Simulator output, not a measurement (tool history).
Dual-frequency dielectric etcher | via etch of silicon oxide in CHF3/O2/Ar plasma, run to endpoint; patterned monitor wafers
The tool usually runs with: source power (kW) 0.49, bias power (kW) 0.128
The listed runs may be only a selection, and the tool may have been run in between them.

run	hour	source power (kW)	bias power (kW)	incoming incoming film thickness, nm	endpoint time (s)
1	0	0.49	0.128	586	356.8
# hour 63.7: wet clean of the chamber
2	64.2	0.49	0.128	589.6	376.9
3	87.5	0.49	0.128	591.9	376.3
4	130.9	0.49	0.128	589	377
5	197.1	0.49	0.128	584.8	365.6
6	309.5	0.41	0.11	590.3	401.7
7	377.3	0.41	0.11	589.3	393.6
# hour 421.5: upper electrode replaced
# hour 434.8: bias power generator calibrated
8	474.4	0.41	0.11	587.4	389.4
9	509	0.57	0.128	587.7	345.7
10	554.1	0.57	0.128	581.5	340.9
# hour 601.9: wet clean of the chamber
11	610.7	0.49	0.128	583.6	378.4
12	635.9	0.49	0.128	580.8	372.3
13	686.5	0.49	0.128	586.7	368.7
14	754.7	0.56	0.128	589.4	361.7
15	821.4	0.59	0.109	590.7	367.3
16	846.3	0.38	0.108	592.1	402.6
17	872.5	0.55	0.152	586.6	346.6
18	921.2	0.43	0.128	593.1	378.2
19	954.8	0.49	0.128	590.7	367.3
20	998.8	0.44	0.147	584.8	359
# hour 1023.9: source power generator calibrated
21	1050.7	0.49	0.107	590.4	381
22	1122.2	0.49	0.128	586.1	360.2
23	1166.8	0.59	0.128	588.1	341
24	1198.4	0.41	0.097	588.3	397.4
# hour 1251.6: wet clean of the chamber
25	1252.1	0.49	0.153	590.7	352.9
26	1290.4	0.41	0.145	583.4	370.8

What if the next run were any one of these 3? Each begins from the tool's condition after run 26:
A	1290.9	0.37	0.128	594.4	?
B	1290.9	0.37	0.15	594.4	?
C	1290.9	0.58	0.136	594.4	?

run	endpoint time (s)
A	392.7
B	376.4
C	352.5
With the hidden condition removed and each run's random variation left untouched, the same runs would have given:
run	endpoint time (s)
A	397.6
B	381.1
C	357
